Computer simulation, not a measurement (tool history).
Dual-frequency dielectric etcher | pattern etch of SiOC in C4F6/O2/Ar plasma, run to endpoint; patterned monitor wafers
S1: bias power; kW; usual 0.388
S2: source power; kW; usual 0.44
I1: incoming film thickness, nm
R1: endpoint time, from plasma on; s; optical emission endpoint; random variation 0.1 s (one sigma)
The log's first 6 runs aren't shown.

run,hour,S1,S2,I1,R1
7,119.1,0.388,0.36,42.22,15.5
8,135.8,0.388,0.36,42.74,15.5
9,157,0.388,0.44,42,13.2
10,177.3,0.388,0.44,42.59,13.5
# hour 210.4: wet clean of the chamber
11,210.9,0.388,0.44,42.12,13.9
12,236.4,0.388,0.44,42.44,14
13,269.7,0.388,0.44,42.39,13.8
14,284.1,0.388,0.44,41.96,13.8
15,303.4,0.388,0.44,42.24,13.9
16,328.3,0.354,0.36,41.99,16.1
17,341.6,0.342,0.49,42.35,13.5
18,362.1,0.429,0.44,42.14,13.5
# hour 380.8: source power generator calibrated
19,386.6,0.423,0.52,42.11,12.1
20,420.3,0.388,0.44,42.23,13.7
# hour 447.9: bias power generator calibrated
21,450.3,0.429,0.34,42.22,15.6
# hour 476.8: upper electrode replaced
22,477.3,0.415,0.35,42.35,15.5
23,494,0.466,0.47,42.26,12.3
24,521.7,0.388,0.38,41.75,14.6
25,554,0.419,0.36,42.39,14.7
26,574.8,0.48,0.44,42.15,12.3
27,594.9,0.388,0.44,42.03,13.4
28,615.8,0.443,0.5,42.39,11.8
29,639.4,0.34,0.49,41.88,13.2
30,657.5,0.31,0.51,41.68,13.2
31,678.9,0.415,0.35,42.24,15.2

Forecast each of these 4 alternatives for the next run:
A,679.3,0.388,0.44,42.33,?
B,679.3,0.318,0.4,42.33,?
C,679.3,0.46,0.55,42.33,?
D,679.3,0.316,0.39,42.33,?

run,R1
A,13.4
B,15.4
C,11.1
D,15.7
Without the tool's hidden state the same runs would have given:
run,R1
A,14.1
B,16.2
C,11.7
D,16.5

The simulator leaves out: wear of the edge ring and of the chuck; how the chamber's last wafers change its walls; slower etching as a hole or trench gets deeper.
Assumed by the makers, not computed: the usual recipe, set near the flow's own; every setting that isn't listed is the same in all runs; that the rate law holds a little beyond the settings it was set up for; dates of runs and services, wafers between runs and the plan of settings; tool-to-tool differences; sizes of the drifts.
